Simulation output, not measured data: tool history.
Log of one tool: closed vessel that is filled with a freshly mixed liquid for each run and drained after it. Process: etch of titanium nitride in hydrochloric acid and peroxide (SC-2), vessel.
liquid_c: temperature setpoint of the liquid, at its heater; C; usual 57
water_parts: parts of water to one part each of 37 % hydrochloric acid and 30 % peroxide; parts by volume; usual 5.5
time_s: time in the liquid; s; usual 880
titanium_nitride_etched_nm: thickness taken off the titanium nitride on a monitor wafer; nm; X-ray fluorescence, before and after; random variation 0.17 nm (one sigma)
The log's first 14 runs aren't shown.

run	hour	liquid_c	water_parts	time_s	wafers since the last listed run	hours since the thermometer was replaced	hours since the chemicals flow meter was replaced	hours since the drum of peroxide was connected	hours since the gauge calibration	read-back film thickness of the titanium nitride reference wafer, read on the same gauge (nm)	titanium_nitride_etched_nm
15	199.9	57	8	540	617	178.2	211.7	1298.1	239.6	140.02	24.82
16	210.7	52.5	5.5	880	855	189	222.5	1308.9	250.4	139.96	40.22
# hour 226.2: new drum of peroxide connected
17	226.7	63	5.5	880	1188	205	238.5	0.5	266.4	140.01	82.12
18	233.1	57	7.5	880	506	211.4	244.9	6.9	272.8	140	44.37
19	249.7	50	4	1215	1314	228	261.5	23.5	289.4	140.03	61
20	263	57	5.5	880	1053	241.3	274.8	36.8	302.7	139.95	56.17
21	274.4	52	5.5	880	902	252.7	286.2	48.2	314.1	140.01	40.55
22	286	57	5.5	880	918	264.3	297.8	59.8	325.7	140	56.48
23	298.1	57	5.5	880	958	276.4	309.9	71.9	337.8	140.06	56.23
24	306.3	47.5	5.5	880	649	284.6	318.1	80.1	346	140.01	30.31
25	314.2	57	5.5	880	625	292.5	326	88	353.9	140.03	56.21
26	331.5	51.5	7	880	1370	309.8	343.3	105.3	371.2	140.04	32.8
27	369	57	5.5	420	2970	347.3	380.8	142.8	408.7	139.97	26.7
28	379.9	51	4	1065	863	358.2	391.7	153.7	419.6	140.05	57.6
29	390.9	57	5.5	540	871	369.2	402.7	164.7	430.6	140	34.66
30	397.1	57	4.5	880	491	375.4	408.9	170.9	436.8	140	64.83

Forecast each of these 3 alternatives for the next run:
A	398	57	5.5	880	71	376.3	409.8	171.8	437.7	?	?
B	398	63	4	730	71	376.3	409.8	171.8	437.7	?	?
C	398	62	7.5	1045	71	376.3	409.8	171.8	437.7	?	?

run	read-back film thickness of the titanium nitride reference wafer, read on the same gauge (nm)	titanium_nitride_etched_nm
A	140.07	56.34
B	140.07	84.87
C	140.07	72.53
Without the tool's hidden state the same runs would have given:
run	titanium_nitride_etched_nm
A	54.94
B	83.01
C	70.55
